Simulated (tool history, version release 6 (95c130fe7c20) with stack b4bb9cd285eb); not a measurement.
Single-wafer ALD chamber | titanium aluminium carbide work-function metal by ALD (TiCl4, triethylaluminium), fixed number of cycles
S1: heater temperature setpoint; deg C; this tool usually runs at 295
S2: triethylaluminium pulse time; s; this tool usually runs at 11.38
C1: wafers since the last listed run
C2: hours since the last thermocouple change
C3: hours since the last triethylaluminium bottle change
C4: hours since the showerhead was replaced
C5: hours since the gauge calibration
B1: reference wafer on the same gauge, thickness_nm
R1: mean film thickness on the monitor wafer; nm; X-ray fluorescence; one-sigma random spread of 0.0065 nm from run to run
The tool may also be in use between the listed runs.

Run 1, day 0: usual settings; C1 0; C2 1759.1; C3 1200.7; C4 6819.8; C5 27.8; B1 1.51. Result: R1 1.643 nm.
Run 2, day 0.942: usual settings; C1 305; C2 1781.7; C3 1223.3; C4 6842.4; C5 50.4; B1 1.511. Result: R1 1.643 nm.
Run 3, day 1.692: usual settings; C1 243; C2 1799.7; C3 1241.3; C4 6860.4; C5 68.4; B1 1.508. Result: R1 1.642 nm.
Run 4, day 2.962: usual settings but S2 9.44 s; C1 412; C2 1830.2; C3 1271.8; C4 6890.9; C5 98.9; B1 1.509. Result: R1 1.608 nm.
Run 5, day 4.083: usual settings; C1 363; C2 1857.1; C3 1298.7; C4 6917.8; C5 125.8; B1 1.513. Result: R1 1.653 nm.
Run 6, day 4.904: usual settings; C1 266; C2 1876.8; C3 1318.4; C4 6937.5; C5 145.5; B1 1.507. Result: R1 1.643 nm.
Run 7, day 6.746: usual settings; C1 597; C2 1921; C3 1362.6; C4 6981.7; C5 189.7; B1 1.507. Result: R1 1.656 nm.

Run 8 has not been measured yet. What should we expect?
At day 7.808: gauge calibrated.
Run 8, day 9.258: usual settings; C1 815; C2 1981.3; C3 1422.9; C4 7042; C5 34.8; B1 ?. Result: R1 ?.

{"run 8": {"B1": 1.511, "R1": 1.648}}
With no hidden state in the tool, this same run would have given R1 1.648 nm.

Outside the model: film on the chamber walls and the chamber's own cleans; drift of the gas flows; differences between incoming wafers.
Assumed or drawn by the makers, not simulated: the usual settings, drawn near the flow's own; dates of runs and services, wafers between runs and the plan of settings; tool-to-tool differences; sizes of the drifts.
